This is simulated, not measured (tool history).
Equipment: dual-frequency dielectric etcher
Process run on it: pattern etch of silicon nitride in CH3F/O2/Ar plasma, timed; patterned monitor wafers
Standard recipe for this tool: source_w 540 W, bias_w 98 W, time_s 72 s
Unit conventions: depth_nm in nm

run	hour	source_w	bias_w	time_s	wafers since the last listed run	hours since the last wet clean	hours since the last source power generator calibration	hours since the last bias power generator calibration	hours since the last upper electrode change	hours since the gauge calibration	read-back reference wafer on the same gauge, depth_nm	depth_nm
1	0	480	98	72	0	286.5	1174.5	3891.3	1891.4	145.3	81.3	67.6
2	17.1	540	98	72	128	303.6	1191.6	3908.4	1908.5	162.4	81.1	70
3	44.5	540	98	72	205	331	1219	3935.8	1935.9	189.8	81	69.9
4	74.8	540	98	72	227	361.3	1249.3	3966.1	1966.2	220.1	81.1	70.7
5	106.7	540	98	72	239	393.2	1281.2	3998	1998.1	252	81	71.1
6	139.1	540	98	79	242	425.6	1313.6	4030.4	2030.5	284.4	81	77.7
7	157.1	540	98	72	134	443.6	1331.6	4048.4	2048.5	302.4	81.1	70.8
8	179.5	540	98	72	167	466	1354	4070.8	2070.9	324.8	81.2	71.2
9	212.8	540	98	72	249	499.3	1387.3	4104.1	2104.2	358.1	81	71.4
10	226.9	600	98	72	105	513.4	1401.4	4118.2	2118.3	372.2	81.1	73.6
11	248.8	600	98	72	164	535.3	1423.3	4140.1	2140.2	394.1	81.1	73.5
# hour 290.7: gauge calibrated
# hour 292.1: wet clean of the chamber
12	292.6	600	98	72	148	0.5	1467.1	4183.9	2184	1.9	81	66.7
13	293.2	580	113	55	4	1.1	1467.7	4184.5	2184.6	2.5	81.2	54.1
14	313.4	450	118	54.5	151	21.3	1487.9	4204.7	2204.8	22.7	81.2	50.9
15	339.3	460	98	78	194	47.2	1513.8	4230.6	2230.7	48.6	81	66.7
16	358	660	81	52.5	140	65.9	1532.5	4249.3	2249.4	67.3	81.1	46.3
# hour 372.5: bias power generator calibrated
# hour 417.4: wet clean of the chamber, repeated, since the last time left the tool worse
# hour 429.1: upper electrode replaced
17	429.6	540	98	72	239	12.2	1604.1	57.1	0.5	138.9	81	69.1
18	436.2	480	98	72	49	18.8	1610.7	63.7	7.1	145.5	81.1	66.7
19	449.7	610	98	72	101	32.3	1624.2	77.2	20.6	159	81.1	72.2
# hour 467.1: source power generator calibrated
20	467.6	600	98	72	104	50.2	0.5	95.1	38.5	176.9	81.1	71.6
21	501.8	580	98	72	256	84.4	34.7	129.3	72.7	211.1	81.2	71.1
22	534.9	420	119	91	248	117.5	67.8	162.4	105.8	244.2	81.1	89
23	556.2	540	98	79.5	159	138.8	89.1	183.7	127.1	265.5	81	77.1
24	585.8	640	98	55.5	221	168.4	118.7	213.3	156.7	295.1	81.1	57.3

Each run again, without the hidden state but with its own random variation kept:
Unlogged tool condition in this case: etch rate over this chamber's usual, %; source power that arrives over what is set, %; bias power that arrives over what is set, %; gauge reads high (%).
run	depth_nm
1	66.4
2	68.7
3	68.4
4	69
5	69.3
6	75.6
7	68.7
8	69.1
9	69.1
10	71.1
11	70.9
12	71.1
13	57.7
14	54.2
15	70.8
16	49.1
17	68.7
18	66.3
19	71.8
20	71
21	70.4
22	87.9
23	76
24	56.4

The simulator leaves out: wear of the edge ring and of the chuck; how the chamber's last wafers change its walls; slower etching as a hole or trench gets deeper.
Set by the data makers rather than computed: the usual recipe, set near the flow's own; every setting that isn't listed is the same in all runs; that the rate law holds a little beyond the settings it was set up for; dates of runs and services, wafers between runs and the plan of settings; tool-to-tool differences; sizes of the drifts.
